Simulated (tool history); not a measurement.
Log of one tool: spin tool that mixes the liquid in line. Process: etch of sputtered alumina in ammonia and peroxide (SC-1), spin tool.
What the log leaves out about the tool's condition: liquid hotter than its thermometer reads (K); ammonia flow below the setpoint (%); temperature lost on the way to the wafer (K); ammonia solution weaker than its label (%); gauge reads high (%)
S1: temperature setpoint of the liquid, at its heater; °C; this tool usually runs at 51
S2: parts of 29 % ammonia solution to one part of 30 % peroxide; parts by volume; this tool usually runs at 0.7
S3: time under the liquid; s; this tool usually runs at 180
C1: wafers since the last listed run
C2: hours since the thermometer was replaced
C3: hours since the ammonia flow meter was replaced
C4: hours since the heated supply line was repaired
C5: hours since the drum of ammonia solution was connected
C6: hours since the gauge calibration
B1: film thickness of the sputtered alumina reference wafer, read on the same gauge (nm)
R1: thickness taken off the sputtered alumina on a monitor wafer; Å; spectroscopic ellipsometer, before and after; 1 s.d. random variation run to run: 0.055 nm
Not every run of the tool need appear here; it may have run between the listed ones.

run,hour,S1,S2,S3,C1,C2,C3,C4,C5,C6,B1,R1
1,0,51,0.9,180,0,530.5,234.7,2760.2,385.5,509.4,137.25,65.5
2,69.1,51,1,180,709,599.6,303.8,2829.3,454.6,578.5,137.17,64.1
3,96.9,48,0.45,100,285,627.4,331.6,2857.1,482.4,606.3,137.11,28.5
# hour 124.8: heated supply line repaired
4,167.9,59,1,80,719,698.4,402.6,43.1,553.4,677.3,137.04,44.6
5,192.6,51,0.7,180,253,723.1,427.3,67.8,578.1,702,136.97,63.5
6,243.1,46,0.7,275,518,773.6,477.8,118.3,628.6,752.5,136.94,72.6
7,301.5,51,0.95,260,599,832,536.2,176.7,687,810.9,136.8,93.3
8,356.2,51,0.5,230,561,886.7,590.9,231.4,741.7,865.6,136.75,78.8
9,416.8,51,0.7,220,622,947.3,651.5,292,802.3,926.2,136.58,78.5
# hour 453.2: new drum of ammonia solution connected
10,459.3,51,0.7,180,426,989.8,694,334.5,6.1,968.7,136.51,63.2
11,511.4,56,0.55,180,535,1041.9,746.1,386.6,58.2,1020.8,136.39,80.5
12,548.4,60.5,0.95,180,380,1078.9,783.1,423.6,95.2,1057.8,136.31,106.2
13,607.9,51,0.7,245,611,1138.4,842.6,483.1,154.7,1117.3,136.18,85.3
14,634.9,51,0.7,80,277,1165.4,869.6,510.1,181.7,1144.3,136.1,28
15,685.3,51,0.95,235,517,1215.8,920,560.5,232.1,1194.7,135.97,85.3
16,851.4,51,0.7,180,1706,1381.9,1086.1,726.6,398.2,1360.8,135.5,62.9
17,897.4,54.5,0.45,85,472,1427.9,1132.1,772.6,444.2,1406.8,135.4,34.9
18,966.2,51,0.4,180,706,1496.7,1200.9,841.4,513,1475.6,135.15,58.8
19,999.8,47,0.95,180,345,1530.3,1234.5,875,546.6,1509.2,135.02,51.8
# hour 1136: ammonia flow meter replaced
20,1194.3,42,0.7,180,1987,1724.8,58.3,1069.5,741.1,1703.7,134.4,37.4
21,1248.6,58,0.55,215,557,1779.1,112.6,1123.8,795.4,1758,134.19,105.1
# hour 1250.5: new drum of ammonia solution connected
22,1447.3,51,0.7,180,2030,1977.8,311.3,1322.5,196.8,1956.7,133.37,61.3
23,1473.4,51,0.95,270,268,2003.9,337.4,1348.6,222.9,1982.8,133.26,95
24,1523.4,47,0.95,180,513,2053.9,387.4,1398.6,272.9,2032.8,133.04,51.1

Estimate the outcome of run 25 from the log above:
25,1551,57.5,0.7,105,283,2081.5,415,1426.2,300.5,2060.4,?,?

B1: 132.92
R1: 50.9 Å
Minus the tool's unlogged condition, the same run would have read R1 53.7 Å.

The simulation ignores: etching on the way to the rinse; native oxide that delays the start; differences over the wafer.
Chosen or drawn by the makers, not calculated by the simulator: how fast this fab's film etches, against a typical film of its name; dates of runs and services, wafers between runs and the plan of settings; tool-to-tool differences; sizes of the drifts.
